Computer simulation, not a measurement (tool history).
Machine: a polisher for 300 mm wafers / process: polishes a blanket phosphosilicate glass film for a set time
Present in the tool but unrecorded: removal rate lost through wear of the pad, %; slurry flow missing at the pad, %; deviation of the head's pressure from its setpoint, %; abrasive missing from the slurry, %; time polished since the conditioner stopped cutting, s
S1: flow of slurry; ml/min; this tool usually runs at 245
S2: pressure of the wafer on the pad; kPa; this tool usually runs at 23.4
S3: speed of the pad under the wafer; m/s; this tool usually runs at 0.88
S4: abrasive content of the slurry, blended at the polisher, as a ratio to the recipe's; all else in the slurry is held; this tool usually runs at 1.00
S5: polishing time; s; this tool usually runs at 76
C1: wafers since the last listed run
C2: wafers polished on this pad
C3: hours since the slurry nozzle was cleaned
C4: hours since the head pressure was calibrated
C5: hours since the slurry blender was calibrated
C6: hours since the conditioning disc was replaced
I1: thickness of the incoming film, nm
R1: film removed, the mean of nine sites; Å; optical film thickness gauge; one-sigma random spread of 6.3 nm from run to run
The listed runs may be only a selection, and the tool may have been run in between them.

run,hour,S1,S2,S3,S4,S5,C1,C2,C3,C4,C5,C6,I1,R1
1,0.0,245,23.4,0.88,1.25,76,0,302,623.5,1203.0,215.3,252.3,2618.4,6861
2,9.8,245,23.4,0.88,1.25,76,79,382,633.3,1212.8,225.1,262.1,2650.6,6840
3,20.6,245,23.4,0.88,1.00,76,88,470,644.1,1223.6,235.9,272.9,2592.0,6006
# hour 25.3: conditioning disc replaced and pad reconditioned
# hour 31.2: slurry blender recalibrated
4,31.7,265,23.4,0.88,1.00,76,57,528,655.2,1234.7,0.5,6.4,2624.4,6156
5,37.9,245,23.4,0.88,1.00,76,50,579,661.4,1240.9,6.7,12.6,2625.8,5950
6,45.9,245,23.4,0.88,1.00,76,65,644,669.4,1248.9,14.7,20.6,2638.1,6010
# hour 73.5: head pressure recalibrated
7,80.8,245,23.4,0.88,1.00,76,268,912,704.3,7.3,49.6,55.5,2654.0,6094
8,102.4,245,23.4,0.88,0.75,76,176,1089,725.9,28.9,71.2,77.1,2677.2,4930
9,116.1,245,23.4,0.88,1.00,76,111,1200,739.6,42.6,84.9,90.8,2634.8,5967
# hour 117.4: slurry nozzle cleaned
10,129.2,280,23.4,0.88,1.00,100,98,1299,11.8,55.7,98.0,103.9,2613.6,8763
# hour 139.0: worn pad replaced by a new one
11,145.9,245,23.4,0.78,1.00,96,103,55,28.5,72.4,114.7,120.6,2654.0,7731
12,162.5,220,23.4,0.88,1.00,76,135,191,45.1,89.0,131.3,137.2,2622.9,6400

For run 13, what comes out?
13,172.4,245,17.9,0.88,1.20,76,80,272,55.0,98.9,141.2,147.1,2639.3,?

R1: 6074 Å
Were there no unlogged condition in the tool, this run, its random variation unchanged, would have produced R1 6138 Å.

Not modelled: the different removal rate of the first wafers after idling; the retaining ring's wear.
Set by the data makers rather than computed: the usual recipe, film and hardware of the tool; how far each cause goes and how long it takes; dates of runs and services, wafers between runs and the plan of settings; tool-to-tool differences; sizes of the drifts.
